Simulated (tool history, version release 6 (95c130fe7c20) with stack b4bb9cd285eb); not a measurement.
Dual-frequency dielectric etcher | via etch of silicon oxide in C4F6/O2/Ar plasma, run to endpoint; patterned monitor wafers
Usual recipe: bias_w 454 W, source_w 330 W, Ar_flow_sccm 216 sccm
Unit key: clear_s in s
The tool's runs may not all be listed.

run   hour  bias_w  source_w  Ar_flow_sccm  wafers since the last listed run  hours since the last wet clean  hours since the last bias power generator calibration  hours since the last source power generator calibration  hours since the last Ar flow controller change  hours since the last upper electrode change  incoming incoming film thickness, nm  clear_s
  1    0.0     454       330           216                                 0                            87.2                                                 3823.9                                                   1427.3                                          1524.8                                       4508.8                                  95.4     21.6
  2   22.4     454       270           216                               409                           109.6                                                 3846.3                                                   1449.7                                          1547.2                                       4531.2                                  97.3     23.5
      60.1  -- upper electrode replaced
  3   60.6     454       330           216                               259                           147.8                                                 3884.5                                                   1487.9                                          1585.4                                          0.5                                  97.0     22.0
  4   72.6     454       390           216                               219                           159.8                                                 3896.5                                                   1499.9                                          1597.4                                         12.5                                  95.7     20.4
     100.0  -- wet clean of the chamber, repeated, since the last time left the tool worse
  5  100.5     454       350           197                                71                             0.5                                                 3924.4                                                   1527.8                                          1625.3                                         40.4                                  97.0     22.4
  6  110.2     454       350           197                               177                            10.2                                                 3934.1                                                   1537.5                                          1635.0                                         50.1                                  96.9     22.6
  7  165.0     454       350           197                              1000                            65.0                                                 3988.9                                                   1592.3                                          1689.8                                        104.9                                  96.5     22.4
  8  187.7     385       330           216                               414                            87.7                                                 4011.6                                                   1615.0                                          1712.5                                        127.6                                  96.8     24.8
  9  201.8     454       350           197                               257                           101.8                                                 4025.7                                                   1629.1                                          1726.6                                        141.7                                  97.1     22.4
 10  236.1     515       350           216                               626                           136.1                                                 4060.0                                                   1663.4                                          1760.9                                        176.0                                  96.2     21.4
     252.7  -- Ar flow controller replaced
 11  253.2     378       410           233                               202                           153.2                                                 4077.1                                                   1680.5                                             0.5                                        193.1                                  96.8     23.3
 12  264.5     385       370           172                               206                           164.5                                                 4088.4                                                   1691.8                                            11.8                                        204.4                                  96.4     23.1
 13  294.7     533       390           216                               551                           194.7                                                 4118.6                                                   1722.0                                            42.0                                        234.6                                  96.4     20.1
     301.4  -- bias power generator calibrated
 14  319.8     454       330           216                               385                           219.8                                                   18.4                                                   1747.1                                            67.1                                        259.7                                  96.2     22.8
 15  343.4     454       330           241                               431                           243.4                                                   42.0                                                   1770.7                                            90.7                                        283.3                                  96.6     23.5
     369.5  -- source power generator calibrated
 16  379.0     508       310           250                               577                           279.0                                                   77.6                                                      9.5                                           126.3                                        318.9                                  96.7     22.8
 17  400.7     368       360           239                               396                           300.7                                                   99.3                                                     31.2                                           148.0                                        340.6                                  96.8     24.5
 18  435.2     538       330           261                               630                           335.2                                                  133.8                                                     65.7                                           182.5                                        375.1                                  95.9     21.5
 19  456.7     529       270           216                               392                           356.7                                                  155.3                                                     87.2                                           204.0                                        396.6                                  97.1     23.0
 20  481.4     341       330           251                               451                           381.4                                                  180.0                                                    111.9                                           228.7                                        421.3                                  96.7     26.4
 21  502.0     508       310           250                               376                           402.0                                                  200.6                                                    132.5                                           249.3                                        441.9                                  96.3     22.4
 22  532.1     454       260           262                               549                           432.1                                                  230.7                                                    162.6                                           279.4                                        472.0                                  96.9     25.4
 23  552.5     493       350           163                               372                           452.5                                                  251.1                                                    183.0                                           299.8                                        492.4                                  96.6     20.7
 24  582.5     454       330           244                               547                           482.5                                                  281.1                                                    213.0                                           329.8                                        522.4                                  96.8     23.0
     616.6  -- wet clean of the chamber
 25  654.4     454       260           216                               874                            37.8                                                  353.0                                                    284.9                                           401.7                                        594.3                                  97.1     25.5
 26  682.2     534       300           257                               507                            65.6                                                  380.8                                                    312.7                                           429.5                                        622.1                                  97.0     22.9
 27  705.1     454       330           191                               418                            88.5                                                  403.7                                                    335.6                                           452.4                                        645.0                                  97.3     22.9
 28  737.3     370       350           241                               588                           120.7                                                  435.9                                                    367.8                                           484.6                                        677.2                                  95.7     24.8
 29  753.4     454       380           216                               294                           136.8                                                  452.0                                                    383.9                                           500.7                                        693.3                                  96.1     21.7

Each row is a separate what-if for the run after 29, all from the same tool condition, not one after another. Results?
  A  753.8     351       330           216                                 7                           137.2                                                  452.4                                                    384.3                                           501.1                                        693.7                                  96.4        ?
  B  753.8     454       300           269                                 7                           137.2                                                  452.4                                                    384.3                                           501.1                                        693.7                                  96.4        ?
  C  753.8     496       330           216                                 7                           137.2                                                  452.4                                                    384.3                                           501.1                                        693.7                                  96.4        ?
  D  753.8     342       330           191                                 7                           137.2                                                  452.4                                                    384.3                                           501.1                                        693.7                                  96.4        ?

run  clear_s
  A     25.8
  B     24.5
  C     22.2
  D     25.7
Had the tool no hidden state, the same runs would have come out as:
run  clear_s
  A     25.9
  B     24.6
  C     22.3
  D     25.8
